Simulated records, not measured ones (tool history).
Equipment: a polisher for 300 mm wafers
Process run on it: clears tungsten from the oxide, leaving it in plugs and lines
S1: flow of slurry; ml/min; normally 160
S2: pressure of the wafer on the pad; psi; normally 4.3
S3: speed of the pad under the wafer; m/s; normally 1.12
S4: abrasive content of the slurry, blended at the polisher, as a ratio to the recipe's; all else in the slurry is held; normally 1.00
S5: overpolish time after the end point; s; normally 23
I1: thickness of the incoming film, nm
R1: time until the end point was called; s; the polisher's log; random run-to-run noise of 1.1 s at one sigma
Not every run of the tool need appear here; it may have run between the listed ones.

| run | hour | S1 | S2 | S3 | S4 | S5 | I1 | R1 |
|---|---|---|---|---|---|---|---|---|
| 1 | 0.0 | 160 | 5.0 | 1.12 | 1.00 | 23 | 378.9 | 62.4 |
| 2 | 80.3 | 160 | 4.3 | 1.12 | 1.00 | 15 | 376.6 | 72.1 |
|  | 85.0 | slurry tank refilled with fresh slurry and peroxide |
| 3 | 165.7 | 160 | 4.3 | 1.12 | 1.00 | 15 | 379.4 | 75.6 |
| 4 | 243.3 | 180 | 5.4 | 0.78 | 1.00 | 23 | 383.9 | 85.5 |
|  | 303.2 | slurry blender recalibrated |
| 5 | 328.1 | 160 | 3.1 | 1.48 | 1.00 | 23 | 380.8 | 77.2 |
|  | 341.4 | slurry nozzle cleaned |
| 6 | 373.7 | 160 | 3.6 | 0.94 | 0.70 | 23 | 377.9 | 111.4 |
|  | 435.5 | worn pad replaced by a new one |
| 7 | 438.5 | 120 | 4.9 | 1.28 | 1.00 | 23 | 385.2 | 55.8 |
| 8 | 504.6 | 125 | 4.3 | 1.12 | 1.00 | 23 | 376.9 | 71.9 |
| 9 | 584.2 | 160 | 3.6 | 1.12 | 1.25 | 23 | 383.1 | 80.2 |
|  | 626.1 | head pressure recalibrated |
| 10 | 628.3 | 175 | 4.3 | 1.12 | 1.15 | 17 | 380.7 | 68.5 |
| 11 | 677.3 | 160 | 4.3 | 1.12 | 1.00 | 23 | 383.2 | 72.5 |
| 12 | 742.8 | 160 | 4.3 | 1.26 | 1.00 | 9 | 377.0 | 63.6 |
|  | 793.1 | slurry tank refilled with fresh slurry and peroxide |
| 13 | 823.6 | 160 | 4.3 | 1.12 | 1.00 | 23 | 383.6 | 74.0 |
| 14 | 894.0 | 160 | 4.3 | 1.26 | 1.00 | 9 | 380.6 | 63.9 |
| 15 | 965.5 | 110 | 3.4 | 1.12 | 0.80 | 29 | 376.4 | 99.5 |
|  | 978.4 | slurry blender recalibrated |
| 16 | 1031.9 | 130 | 3.5 | 1.12 | 0.85 | 33 | 380.9 | 95.8 |
|  | 1036.9 | slurry nozzle cleaned |
|  | 1110.9 | worn pad replaced by a new one |
| 17 | 1111.9 | 180 | 4.3 | 1.12 | 1.00 | 23 | 381.2 | 69.4 |
| 18 | 1188.7 | 120 | 4.3 | 0.88 | 1.00 | 29 | 384.8 | 96.5 |
| 19 | 1263.9 | 160 | 4.3 | 1.12 | 1.00 | 13 | 378.6 | 72.1 |
| 20 | 1301.2 | 160 | 4.3 | 1.12 | 1.00 | 23 | 371.8 | 71.2 |
| 21 | 1344.0 | 140 | 4.3 | 1.12 | 1.00 | 23 | 386.9 | 76.8 |
| 22 | 1385.9 | 160 | 4.3 | 1.12 | 1.15 | 23 | 380.5 | 70.2 |
| 23 | 1458.0 | 160 | 4.3 | 1.12 | 1.00 | 23 | 375.9 | 73.0 |
| 24 | 1536.1 | 160 | 4.3 | 1.12 | 1.00 | 23 | 380.7 | 74.6 |

Forecast run 25:
|  | 1571.1 | slurry tank refilled with fresh slurry and peroxide |
| 25 | 1591.0 | 180 | 5.2 | 1.12 | 1.00 | 28 | 379.3 | ? |

Run 25 produced R1 61.6 s.
The same run, on a tool lacking any hidden state, would have yielded R1 58.9 s.
